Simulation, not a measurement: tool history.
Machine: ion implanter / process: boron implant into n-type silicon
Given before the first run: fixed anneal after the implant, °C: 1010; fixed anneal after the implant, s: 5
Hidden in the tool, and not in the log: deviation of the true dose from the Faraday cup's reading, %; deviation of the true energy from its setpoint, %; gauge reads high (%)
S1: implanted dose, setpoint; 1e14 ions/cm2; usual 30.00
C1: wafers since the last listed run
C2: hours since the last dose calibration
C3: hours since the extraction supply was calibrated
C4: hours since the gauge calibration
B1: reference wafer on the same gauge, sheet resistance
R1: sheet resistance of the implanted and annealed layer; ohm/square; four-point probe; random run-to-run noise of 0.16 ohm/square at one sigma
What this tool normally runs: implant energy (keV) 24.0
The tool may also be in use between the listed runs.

run 1 day=0.000 | S1=30.00 implant_energy_(keV)=30.5 | C1=0 C2=1055.0 C3=7021.0 C4=607.4 | B1=53.82 | R1=58.85
run 2 day=0.612 | S1=30.00 implant_energy_(keV)=30.5 | C1=186 C2=1069.7 C3=7035.7 C4=622.1 | B1=53.77 | R1=58.99
run 3 day=1.121 | S1=30.00 implant_energy_(keV)=24.0 | C1=155 C2=1081.9 C3=7047.9 C4=634.3 | B1=53.88 | R1=63.53
run 4 day=1.629 | S1=30.00 implant_energy_(keV)=24.0 | C1=155 C2=1094.1 C3=7060.1 C4=646.5 | B1=53.79 | R1=63.60
run 5 day=2.500 | S1=30.00 implant_energy_(keV)=24.0 | C1=265 C2=1115.0 C3=7081.0 C4=667.4 | B1=53.83 | R1=63.44
run 6 day=3.700 | S1=25.46 implant_energy_(keV)=21.5 | C1=365 C2=1143.8 C3=7109.8 C4=696.2 | B1=53.86 | R1=69.97
run 7 day=4.533 | S1=25.46 implant_energy_(keV)=21.5 | C1=254 C2=1163.8 C3=7129.8 C4=716.2 | B1=53.93 | R1=70.08
run 8 day=5.233 | S1=34.02 implant_energy_(keV)=21.5 | C1=213 C2=1180.6 C3=7146.6 C4=733.0 | B1=53.93 | R1=64.30
run 9 day=6.067 | S1=32.86 implant_energy_(keV)=28.0 | C1=254 C2=1200.6 C3=7166.6 C4=753.0 | B1=53.94 | R1=58.66
-- day=6.683 gauge calibrated
-- day=6.792 Faraday cup replaced and dose calibrated
-- day=7.029 extraction supply calibrated
run 10 day=7.050 | S1=32.86 implant_energy_(keV)=28.0 | C1=125 C2=6.2 C3=0.5 C4=8.8 | B1=53.47 | R1=58.26
run 11 day=7.438 | S1=32.86 implant_energy_(keV)=28.0 | C1=118 C2=15.5 C3=9.8 C4=18.1 | B1=53.43 | R1=57.92
run 12 day=8.600 | S1=32.44 implant_energy_(keV)=24.0 | C1=354 C2=43.4 C3=37.7 C4=46.0 | B1=53.48 | R1=61.68
run 13 day=9.388 | S1=30.00 implant_energy_(keV)=24.0 | C1=240 C2=62.3 C3=56.6 C4=64.9 | B1=53.48 | R1=63.19
run 14 day=10.125 | S1=25.69 implant_energy_(keV)=16.0 | C1=224 C2=80.0 C3=74.3 C4=82.6 | B1=53.46 | R1=78.03
run 15 day=10.900 | S1=25.46 implant_energy_(keV)=21.5 | C1=236 C2=98.6 C3=92.9 C4=101.2 | B1=53.52 | R1=69.91
run 16 day=12.371 | S1=34.02 implant_energy_(keV)=21.5 | C1=448 C2=133.9 C3=128.2 C4=136.5 | B1=53.52 | R1=64.04
run 17 day=13.550 | S1=22.39 implant_energy_(keV)=28.0 | C1=359 C2=162.2 C3=156.5 C4=164.8 | B1=53.53 | R1=68.99
run 18 day=14.858 | S1=25.69 implant_energy_(keV)=24.0 | C1=399 C2=193.6 C3=187.9 C4=196.2 | B1=53.60 | R1=67.01
run 19 day=15.838 | S1=30.00 implant_energy_(keV)=24.0 | C1=298 C2=217.1 C3=211.4 C4=219.7 | B1=53.59 | R1=63.39
run 20 day=16.383 | S1=36.98 implant_energy_(keV)=20.5 | C1=166 C2=230.2 C3=224.5 C4=232.8 | B1=53.58 | R1=64.30
run 21 day=17.617 | S1=25.15 implant_energy_(keV)=19.0 | C1=376 C2=259.8 C3=254.1 C4=262.4 | B1=53.62 | R1=73.55
run 22 day=18.196 | S1=23.43 implant_energy_(keV)=24.0 | C1=176 C2=273.7 C3=268.0 C4=276.3 | B1=53.64 | R1=69.82
run 23 day=18.717 | S1=22.34 implant_energy_(keV)=22.0 | C1=158 C2=286.2 C3=280.5 C4=288.8 | B1=53.66 | R1=73.09
run 24 day=19.675 | S1=30.00 implant_energy_(keV)=32.0 | C1=292 C2=309.2 C3=303.5 C4=311.8 | B1=53.66 | R1=57.68
run 25 day=20.996 | S1=23.72 implant_energy_(keV)=24.0 | C1=402 C2=340.9 C3=335.2 C4=343.5 | B1=53.66 | R1=69.63
run 26 day=21.775 | S1=36.61 implant_energy_(keV)=24.0 | C1=237 C2=359.6 C3=353.9 C4=362.2 | B1=53.67 | R1=59.84
run 27 day=22.508 | S1=24.39 implant_energy_(keV)=21.0 | C1=223 C2=377.2 C3=371.5 C4=379.8 | B1=53.71 | R1=71.55
run 28 day=23.417 | S1=35.57 implant_energy_(keV)=19.0 | C1=277 C2=399.0 C3=393.3 C4=401.6 | B1=53.78 | R1=66.91
run 29 day=23.983 | S1=37.18 implant_energy_(keV)=26.5 | C1=172 C2=412.6 C3=406.9 C4=415.2 | B1=53.72 | R1=57.08
run 30 day=27.021 | S1=34.65 implant_energy_(keV)=22.0 | C1=926 C2=485.5 C3=479.8 C4=488.1 | B1=53.83 | R1=63.34
run 31 day=27.729 | S1=34.17 implant_energy_(keV)=17.5 | C1=216 C2=502.5 C3=496.8 C4=505.1 | B1=53.80 | R1=70.66
run 32 day=28.254 | S1=30.00 implant_energy_(keV)=24.0 | C1=160 C2=515.1 C3=509.4 C4=517.7 | B1=53.82 | R1=63.45
run 33 day=32.458 | S1=27.12 implant_energy_(keV)=17.5 | C1=1282 C2=616.0 C3=610.3 C4=618.6 | B1=53.82 | R1=74.50
run 34 day=33.171 | S1=25.08 implant_energy_(keV)=29.5 | C1=217 C2=633.1 C3=627.4 C4=635.7 | B1=53.87 | R1=64.74
run 35 day=33.767 | S1=30.00 implant_energy_(keV)=32.5 | C1=181 C2=647.4 C3=641.7 C4=650.0 | B1=53.87 | R1=57.97
run 36 day=35.221 | S1=34.02 implant_energy_(keV)=21.5 | C1=443 C2=682.3 C3=676.6 C4=684.9 | B1=53.87 | R1=64.07

What the log doesn't show, run by run:
deviation of the true dose from the Faraday cup's reading, %: 0 in every run
deviation of the true energy from its setpoint, %: 0 in every run
H1: gauge reads high (%)
run=1 H1=0.767
run=2 H1=0.787
run=3 H1=0.803
run=4 H1=0.82
run=5 H1=0.848
run=6 H1=0.887
run=7 H1=0.914
run=8 H1=0.936
run=9 H1=0.963
run=10 H1=0.0533
run=11 H1=0.0659
run=12 H1=0.104
run=13 H1=0.129
run=14 H1=0.153
run=15 H1=0.178
run=16 H1=0.226
run=17 H1=0.264
run=18 H1=0.306
run=19 H1=0.338
run=20 H1=0.356
run=21 H1=0.396
run=22 H1=0.415
run=23 H1=0.431
run=24 H1=0.462
run=25 H1=0.505
run=26 H1=0.531
run=27 H1=0.554
run=28 H1=0.584
run=29 H1=0.602
run=30 H1=0.701
run=31 H1=0.723
run=32 H1=0.74
run=33 H1=0.877
run=34 H1=0.9
run=35 H1=0.919
run=36 H1=0.966
